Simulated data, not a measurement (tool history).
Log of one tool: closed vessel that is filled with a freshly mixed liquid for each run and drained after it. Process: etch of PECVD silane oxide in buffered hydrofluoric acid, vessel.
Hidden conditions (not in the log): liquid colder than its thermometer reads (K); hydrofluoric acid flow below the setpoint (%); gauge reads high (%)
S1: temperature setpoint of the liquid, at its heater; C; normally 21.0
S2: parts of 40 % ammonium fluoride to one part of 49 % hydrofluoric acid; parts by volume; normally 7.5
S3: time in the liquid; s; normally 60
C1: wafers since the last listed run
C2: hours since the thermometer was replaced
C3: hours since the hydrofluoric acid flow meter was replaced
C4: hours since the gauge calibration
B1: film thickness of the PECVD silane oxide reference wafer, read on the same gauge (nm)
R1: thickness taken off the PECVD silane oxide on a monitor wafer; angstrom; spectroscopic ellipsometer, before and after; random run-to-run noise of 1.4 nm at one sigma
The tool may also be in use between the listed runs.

{"run": 1, "hour": 0.0, "S1": 19.5, "S2": 7.5, "S3": 50, "C1": 0, "C2": 2043.0, "C3": 928.9, "C4": 446.1, "B1": 110.02, "R1": 2138.1}
{"run": 2, "hour": 15.7, "S1": 21.0, "S2": 7.5, "S3": 60, "C1": 2149, "C2": 2058.7, "C3": 944.6, "C4": 461.8, "B1": 110.0, "R1": 2837.0}
{"run": 3, "hour": 27.2, "S1": 21.0, "S2": 5.0, "S3": 60, "C1": 1574, "C2": 2070.2, "C3": 956.1, "C4": 473.3, "B1": 109.99, "R1": 4049.1}
{"run": 4, "hour": 38.5, "S1": 21.0, "S2": 5.0, "S3": 60, "C1": 1546, "C2": 2081.5, "C3": 967.4, "C4": 484.6, "B1": 110.01, "R1": 4043.1}
{"run": 5, "hour": 72.4, "S1": 21.0, "S2": 5.0, "S3": 60, "C1": 4640, "C2": 2115.4, "C3": 1001.3, "C4": 518.5, "B1": 109.98, "R1": 4023.5}
{"run": 6, "hour": 90.4, "S1": 21.0, "S2": 7.5, "S3": 75, "C1": 2463, "C2": 2133.4, "C3": 1019.3, "C4": 536.5, "B1": 110.01, "R1": 3499.5}
{"run": 7, "hour": 101.2, "S1": 21.0, "S2": 7.5, "S3": 75, "C1": 1478, "C2": 2144.2, "C3": 1030.1, "C4": 547.3, "B1": 110.02, "R1": 3491.9}
{"run": 8, "hour": 112.5, "S1": 21.0, "S2": 7.5, "S3": 75, "C1": 1546, "C2": 2155.5, "C3": 1041.4, "C4": 558.6, "B1": 109.98, "R1": 3512.0}
{"run": 9, "hour": 120.8, "S1": 21.0, "S2": 7.5, "S3": 60, "C1": 1136, "C2": 2163.8, "C3": 1049.7, "C4": 566.9, "B1": 109.99, "R1": 2791.5}
{"run": 10, "hour": 135.9, "S1": 21.0, "S2": 7.5, "S3": 60, "C1": 2066, "C2": 2178.9, "C3": 1064.8, "C4": 582.0, "B1": 109.98, "R1": 2799.0}
{"hour": 141.6, "done": "gauge calibrated"}
{"run": 11, "hour": 148.6, "S1": 21.0, "S2": 6.0, "S3": 60, "C1": 1738, "C2": 2191.6, "C3": 1077.5, "C4": 7.0, "B1": 110.01, "R1": 3465.3}
{"run": 12, "hour": 157.5, "S1": 21.0, "S2": 7.5, "S3": 60, "C1": 1218, "C2": 2200.5, "C3": 1086.4, "C4": 15.9, "B1": 110.01, "R1": 2785.0}
{"run": 13, "hour": 169.5, "S1": 19.5, "S2": 7.5, "S3": 40, "C1": 1642, "C2": 2212.5, "C3": 1098.4, "C4": 27.9, "B1": 110.0, "R1": 1710.6}
{"run": 14, "hour": 180.8, "S1": 21.0, "S2": 5.0, "S3": 60, "C1": 1546, "C2": 2223.8, "C3": 1109.7, "C4": 39.2, "B1": 110.0, "R1": 3992.7}
{"run": 15, "hour": 187.4, "S1": 21.0, "S2": 7.5, "S3": 60, "C1": 903, "C2": 2230.4, "C3": 1116.3, "C4": 45.8, "B1": 110.0, "R1": 2794.5}
{"hour": 195.0, "done": "hydrofluoric acid flow meter replaced"}
{"run": 16, "hour": 195.5, "S1": 17.0, "S2": 9.5, "S3": 30, "C1": 971, "C2": 2238.5, "C3": 0.5, "C4": 53.9, "B1": 110.02, "R1": 881.9}
{"run": 17, "hour": 205.2, "S1": 21.0, "S2": 7.5, "S3": 60, "C1": 1327, "C2": 2248.2, "C3": 10.2, "C4": 63.6, "B1": 110.02, "R1": 2753.1}
{"run": 18, "hour": 217.6, "S1": 21.0, "S2": 7.5, "S3": 60, "C1": 1697, "C2": 2260.6, "C3": 22.6, "C4": 76.0, "B1": 110.0, "R1": 2790.1}
{"hour": 229.0, "done": "thermometer replaced"}
{"run": 19, "hour": 234.8, "S1": 21.0, "S2": 7.5, "S3": 60, "C1": 2217, "C2": 5.8, "C3": 39.8, "C4": 93.2, "B1": 110.0, "R1": 2583.3}
{"run": 20, "hour": 279.5, "S1": 23.5, "S2": 6.0, "S3": 50, "C1": 6118, "C2": 50.5, "C3": 84.5, "C4": 137.9, "B1": 110.03, "R1": 3048.1}
{"run": 21, "hour": 307.0, "S1": 22.5, "S2": 7.5, "S3": 60, "C1": 3764, "C2": 78.0, "C3": 112.0, "C4": 165.4, "B1": 110.01, "R1": 2804.3}
{"hour": 317.6, "done": "thermometer replaced, repeated, since the last time left the tool worse"}
{"run": 22, "hour": 321.0, "S1": 21.0, "S2": 10.5, "S3": 60, "C1": 1779, "C2": 3.4, "C3": 126.0, "C4": 179.4, "B1": 110.02, "R1": 2255.2}
{"run": 23, "hour": 336.7, "S1": 21.0, "S2": 7.5, "S3": 60, "C1": 2149, "C2": 19.1, "C3": 141.7, "C4": 195.1, "B1": 109.99, "R1": 3070.0}
{"run": 24, "hour": 346.2, "S1": 26.0, "S2": 8.5, "S3": 45, "C1": 1300, "C2": 28.6, "C3": 151.2, "C4": 204.6, "B1": 110.01, "R1": 2662.0}
{"run": 25, "hour": 359.8, "S1": 22.5, "S2": 8.5, "S3": 60, "C1": 1861, "C2": 42.2, "C3": 164.8, "C4": 218.2, "B1": 109.99, "R1": 2913.6}
{"run": 26, "hour": 366.5, "S1": 21.0, "S2": 7.5, "S3": 35, "C1": 917, "C2": 48.9, "C3": 171.5, "C4": 224.9, "B1": 110.0, "R1": 1790.7}
{"run": 27, "hour": 376.5, "S1": 17.5, "S2": 5.0, "S3": 35, "C1": 1368, "C2": 58.9, "C3": 181.5, "C4": 234.9, "B1": 110.02, "R1": 2118.1}
{"run": 28, "hour": 390.3, "S1": 19.5, "S2": 7.5, "S3": 50, "C1": 1889, "C2": 72.7, "C3": 195.3, "C4": 248.7, "B1": 110.01, "R1": 2348.1}
{"run": 29, "hour": 401.3, "S1": 23.5, "S2": 7.5, "S3": 85, "C1": 1505, "C2": 83.7, "C3": 206.3, "C4": 259.7, "B1": 110.0, "R1": 4987.0}
{"run": 30, "hour": 414.9, "S1": 21.0, "S2": 7.5, "S3": 60, "C1": 1861, "C2": 97.3, "C3": 219.9, "C4": 273.3, "B1": 109.99, "R1": 3068.5}
{"run": 31, "hour": 422.4, "S1": 18.0, "S2": 8.5, "S3": 50, "C1": 1026, "C2": 104.8, "C3": 227.4, "C4": 280.8, "B1": 110.0, "R1": 1892.4}

5 options for the next run, each taken on its own from the tool as it stands now. Forecast them:
{"run": "A", "hour": 423.1, "S1": 21.0, "S2": 7.5, "S3": 60, "C1": 95, "C2": 105.5, "C3": 228.1, "C4": 281.5, "B1": "?", "R1": "?"}
{"run": "B", "hour": 423.1, "S1": 18.5, "S2": 5.0, "S3": 30, "C1": 95, "C2": 105.5, "C3": 228.1, "C4": 281.5, "B1": "?", "R1": "?"}
{"run": "C", "hour": 423.1, "S1": 25.5, "S2": 7.5, "S3": 60, "C1": 95, "C2": 105.5, "C3": 228.1, "C4": 281.5, "B1": "?", "R1": "?"}
{"run": "D", "hour": 423.1, "S1": 17.0, "S2": 7.5, "S3": 30, "C1": 95, "C2": 105.5, "C3": 228.1, "C4": 281.5, "B1": "?", "R1": "?"}
{"run": "E", "hour": 423.1, "S1": 21.0, "S2": 7.5, "S3": 50, "C1": 95, "C2": 105.5, "C3": 228.1, "C4": 281.5, "B1": "?", "R1": "?"}

run=A B1=109.98 R1=3076.5
run=B B1=109.98 R1=1921.9
run=C B1=109.98 R1=3936.5
run=D B1=109.98 R1=1227.8
run=E B1=109.98 R1=2563.8
What these runs would have given with no unlogged condition in the tool:
run=A R1=3095.4
run=B R1=1933.9
run=C R1=3959.9
run=D R1=1235.6
run=E R1=2579.5

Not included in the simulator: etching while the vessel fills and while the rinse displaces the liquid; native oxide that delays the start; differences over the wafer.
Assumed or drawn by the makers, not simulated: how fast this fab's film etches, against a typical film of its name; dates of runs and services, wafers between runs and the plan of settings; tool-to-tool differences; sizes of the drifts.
